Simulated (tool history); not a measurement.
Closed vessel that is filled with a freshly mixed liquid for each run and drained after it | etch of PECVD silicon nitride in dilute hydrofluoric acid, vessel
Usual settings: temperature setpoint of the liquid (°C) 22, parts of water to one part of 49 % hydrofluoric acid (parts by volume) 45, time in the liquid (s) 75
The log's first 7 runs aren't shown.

run,hour,temperature setpoint of the liquid (°C),parts of water to one part of 49 % hydrofluoric acid (parts by volume),time in the liquid (s),"read-back film thickness of the PECVD silicon nitride reference wafer, read on the same gauge (nm)",thickness taken off the PECVD silicon nitride on a monitor wafer (nm)
8,258.3,22,45,55,70.009,2.935
9,283.3,22,45,55,69.989,2.929
10,311.5,22,45,55,69.994,2.938
11,325.1,22,45,75,70.063,4.018
12,340.4,22,45,75,70.041,4.02
13,355.9,22,45,75,69.993,3.991
14,387.7,22,30,75,70.028,5.907
# hour 406.3: gauge calibrated
15,414.2,22,45,75,70.009,4.025
16,446.6,22,45,75,70.007,4.028
17,475,25,45,35,69.967,2.301
18,502.4,23.5,30,110,70.02,9.828
# hour 557.5: thermometer replaced
19,577.8,20,35,75,69.955,4.944
20,592.3,22,45,75,70.049,4.403
21,626.6,20.5,60,60,70.006,2.397
22,643.4,22,40,55,69.999,3.643
23,665.4,25.5,30,55,70.039,6.003
24,684.4,22,65,90,70.001,3.667
25,778.1,19,45,30,70.057,1.444
26,804.5,18.5,40,105,70.039,5.402
27,827.4,22,45,75,70.009,4.34
28,858,25,40,60,70.026,4.84
29,873.5,22,35,65,69.94,4.87
30,908.6,27,55,105,70.064,7.029
31,936,17.5,45,45,69.991,1.892
32,968.6,25.5,30,45,70.013,4.868

Forecast each of these 4 alternatives for the next run:
A,969.3,22,45,75,?,?
B,969.3,22,45,115,?,?
C,969.3,22,45,50,?,?
D,969.3,22,45,110,?,?

run,"read-back film thickness of the PECVD silicon nitride reference wafer, read on the same gauge (nm)",thickness taken off the PECVD silicon nitride on a monitor wafer (nm)
A,70.008,4.335
B,70.008,6.647
C,70.008,2.89
D,70.008,6.358
Without the tool's hidden state the same runs would have given:
run,thickness taken off the PECVD silicon nitride on a monitor wafer (nm)
A,4.407
B,6.758
C,2.938
D,6.464

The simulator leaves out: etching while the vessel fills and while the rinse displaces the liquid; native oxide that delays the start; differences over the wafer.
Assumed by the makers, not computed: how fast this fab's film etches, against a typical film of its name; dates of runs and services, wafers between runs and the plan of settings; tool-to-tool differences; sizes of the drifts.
